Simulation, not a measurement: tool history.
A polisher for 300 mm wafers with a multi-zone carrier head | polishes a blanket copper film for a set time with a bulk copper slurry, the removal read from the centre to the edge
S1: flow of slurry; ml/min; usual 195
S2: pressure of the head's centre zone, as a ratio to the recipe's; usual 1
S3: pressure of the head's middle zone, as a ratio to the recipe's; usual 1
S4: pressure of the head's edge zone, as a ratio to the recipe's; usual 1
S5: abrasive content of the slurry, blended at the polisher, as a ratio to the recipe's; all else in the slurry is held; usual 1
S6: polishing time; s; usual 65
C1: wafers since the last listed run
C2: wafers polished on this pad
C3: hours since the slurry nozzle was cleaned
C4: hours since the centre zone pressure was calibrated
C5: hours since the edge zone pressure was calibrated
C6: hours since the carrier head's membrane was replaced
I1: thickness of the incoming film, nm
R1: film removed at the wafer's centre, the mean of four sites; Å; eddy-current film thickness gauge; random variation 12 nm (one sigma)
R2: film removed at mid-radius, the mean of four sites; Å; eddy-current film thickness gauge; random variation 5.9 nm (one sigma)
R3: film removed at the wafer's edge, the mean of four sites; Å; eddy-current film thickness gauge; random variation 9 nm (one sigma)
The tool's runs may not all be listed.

| run | hour | S1 | S2 | S3 | S4 | S5 | S6 | C1 | C2 | C3 | C4 | C5 | C6 | I1 | R1 | R2 | R3 |
|---|---|---|---|---|---|---|---|---|---|---|---|---|---|---|---|---|---|
| 1 | 0 | 195 | 1 | 1 | 1 | 0.9 | 65 | 0 | 2109 | 76.9 | 309.1 | 344.7 | 351.6 | 3648.3 | 7788 | 7858 | 8079 |
| 2 | 35.3 | 150 | 1 | 1 | 1 | 1 | 65 | 457 | 2567 | 112.2 | 344.4 | 380 | 386.9 | 3631.5 | 7621 | 7829 | 7993 |
| 3 | 105 | 150 | 1 | 1 | 1 | 1 | 65 | 903 | 3471 | 181.9 | 414.1 | 449.7 | 456.6 | 3569.3 | 7685 | 7663 | 7994 |
|  | 154.2 | worn pad replaced by a new one |
| 4 | 160.5 | 195 | 1 | 1 | 1 | 1 | 65 | 667 | 82 | 237.4 | 469.6 | 505.2 | 512.1 | 3622.6 | 7646 | 7994 | 8027 |
|  | 194.8 | carrier head's membrane replaced by a new one |
| 5 | 231.1 | 195 | 1 | 1 | 1 | 1 | 65 | 850 | 932 | 308 | 540.2 | 575.8 | 36.3 | 3598.3 | 7804 | 7841 | 7929 |
|  | 241.3 | slurry nozzle cleaned |
|  | 268.2 | centre zone pressure recalibrated |
| 6 | 295.1 | 195 | 1 | 1 | 1 | 1 | 65 | 791 | 1724 | 53.8 | 26.9 | 639.8 | 100.3 | 3617.5 | 8006 | 8148 | 8253 |
|  | 318.7 | edge zone pressure recalibrated |
| 7 | 331.1 | 195 | 1 | 1 | 0.93 | 1 | 65 | 440 | 2165 | 89.8 | 62.9 | 12.4 | 136.3 | 3624.3 | 7932 | 8254 | 7690 |
| 8 | 394.7 | 225 | 1.1 | 1 | 0.91 | 0.8 | 65 | 824 | 2989 | 153.4 | 126.5 | 76 | 199.9 | 3594.3 | 8271 | 7684 | 7394 |
| 9 | 456.3 | 195 | 1.06 | 1.05 | 1.08 | 1 | 43 | 798 | 3788 | 215 | 188.1 | 137.6 | 261.5 | 3660.2 | 5309 | 5481 | 5460 |
| 10 | 513 | 195 | 1 | 1 | 1 | 1 | 65 | 735 | 4524 | 271.7 | 244.8 | 194.3 | 318.2 | 3620.8 | 7872 | 7964 | 7985 |
|  | 531 | worn pad replaced by a new one |
| 11 | 546.6 | 260 | 1.11 | 1 | 0.91 | 1 | 87 | 383 | 202 | 305.3 | 278.4 | 227.9 | 351.8 | 3582.6 | 12095 | 11025 | 10716 |
|  | 576.8 | slurry nozzle cleaned |
| 12 | 602.1 | 195 | 1 | 1 | 1 | 1 | 65 | 706 | 909 | 25.3 | 333.9 | 283.4 | 407.3 | 3645.9 | 8196 | 8302 | 8269 |
| 13 | 656 | 195 | 1 | 1 | 1 | 1 | 65 | 699 | 1608 | 79.2 | 387.8 | 337.3 | 461.2 | 3637.3 | 7801 | 8219 | 8299 |
| 14 | 690.6 | 165 | 0.96 | 1 | 1 | 1.15 | 65 | 448 | 2057 | 113.8 | 422.4 | 371.9 | 495.8 | 3681.1 | 7859 | 8289 | 8291 |
|  | 754 | carrier head's membrane replaced by a new one |
| 15 | 754.5 | 195 | 1 | 1 | 1 | 0.9 | 77 | 763 | 2820 | 177.7 | 486.3 | 435.8 | 0.5 | 3678.9 | 8958 | 9323 | 9420 |
| 16 | 815.5 | 150 | 1 | 1 | 1 | 1 | 65 | 791 | 3612 | 238.7 | 547.3 | 496.8 | 61.5 | 3600.1 | 7482 | 7816 | 7964 |
|  | 835.5 | worn pad replaced by a new one |
| 17 | 878.1 | 195 | 1 | 1 | 1 | 1 | 65 | 759 | 552 | 301.3 | 609.9 | 559.4 | 124.1 | 3639.6 | 7769 | 8003 | 8008 |
|  | 881.7 | slurry nozzle cleaned |
|  | 883.5 | edge zone pressure recalibrated |
| 18 | 905.5 | 195 | 0.96 | 1 | 1 | 0.9 | 65 | 319 | 872 | 23.8 | 637.3 | 22 | 151.5 | 3634.3 | 7547 | 8168 | 8020 |
|  | 914.3 | centre zone pressure recalibrated |
| 19 | 935.6 | 240 | 0.9 | 1.12 | 1 | 1 | 52 | 364 | 1236 | 53.9 | 21.3 | 52.1 | 181.6 | 3664.6 | 6026 | 7332 | 6585 |
| 20 | 960 | 230 | 1 | 1.1 | 1 | 1 | 84 | 316 | 1553 | 78.3 | 45.7 | 76.5 | 206 | 3598 | 10663 | 11705 | 10839 |
| 21 | 1025.1 | 250 | 1.08 | 0.93 | 1 | 1.25 | 65 | 844 | 2397 | 143.4 | 110.8 | 141.6 | 271.1 | 3706.7 | 9361 | 8406 | 8833 |
| 22 | 1096.5 | 195 | 1 | 1.06 | 1.08 | 1.25 | 65 | 925 | 3323 | 214.8 | 182.2 | 213 | 342.5 | 3665 | 8207 | 8948 | 8914 |

How the hidden state differs across the entries between the runs, from the last listed run before each to the first after it:
Between runs 3 and 4: worn pad replaced by a new one (hour 154.2)
  slurry flow missing at the pad, %: 42.3 -> 45.5
  measured less the result without the state, R1: -481 -> -457 Å; R2: -423 -> -424 Å; R3: -314 -> -307 Å
Between runs 4 and 5: carrier head's membrane replaced by a new one (hour 194.8)
  slurry flow missing at the pad, %: 45.5 -> 47.8
  measured less the result without the state, R1: -457 -> -500 Å; R2: -424 -> -446 Å; R3: -307 -> -325 Å
Between runs 5 and 6: slurry nozzle cleaned (hour 241.3); centre zone pressure recalibrated (hour 268.2)
  slurry flow missing at the pad, %: 47.8 -> 22.1
  measured less the result without the state, R1: -500 -> -193 Å; R2: -446 -> -175 Å; R3: -325 -> -130 Å
Between runs 6 and 7: edge zone pressure recalibrated (hour 318.7)
  slurry flow missing at the pad, %: 22.1 -> 29.3
  measured less the result without the state, R1: -193 -> -268 Å; R2: -175 -> -249 Å; R3: -130 -> -168 Å
Between runs 10 and 11: worn pad replaced by a new one (hour 531)
  slurry flow missing at the pad, %: 44.3 -> 45.3
  measured less the result without the state, R1: -453 -> -600 Å; R2: -408 -> -489 Å; R3: -295 -> -349 Å
Between runs 11 and 12: slurry nozzle cleaned (hour 576.8)
  slurry flow missing at the pad, %: 45.3 -> 12.1
  measured less the result without the state, R1: -600 -> -100 Å; R2: -489 -> -91 Å; R3: -349 -> -66 Å
Between runs 14 and 15: carrier head's membrane replaced by a new one (hour 754)
  slurry flow missing at the pad, %: 30.6 -> 37.2
  measured less the result without the state, R1: -307 -> -407 Å; R2: -288 -> -378 Å; R3: -207 -> -276 Å
Between runs 16 and 17: worn pad replaced by a new one (hour 835.5)
  slurry flow missing at the pad, %: 40.7 -> 42.8
  measured less the result without the state, R1: -444 -> -426 Å; R2: -410 -> -391 Å; R3: -297 -> -282 Å
Between runs 17 and 18: slurry nozzle cleaned (hour 881.7); edge zone pressure recalibrated (hour 883.5)
  slurry flow missing at the pad, %: 42.8 -> 9.12
  measured less the result without the state, R1: -426 -> -68 Å; R2: -391 -> -67 Å; R3: -282 -> -48 Å
Between runs 18 and 19: centre zone pressure recalibrated (hour 914.3)
  slurry flow missing at the pad, %: 9.12 -> 17.3
  measured less the result without the state, R1: -68 -> -97 Å; R2: -67 -> -106 Å; R3: -48 -> -70 Å

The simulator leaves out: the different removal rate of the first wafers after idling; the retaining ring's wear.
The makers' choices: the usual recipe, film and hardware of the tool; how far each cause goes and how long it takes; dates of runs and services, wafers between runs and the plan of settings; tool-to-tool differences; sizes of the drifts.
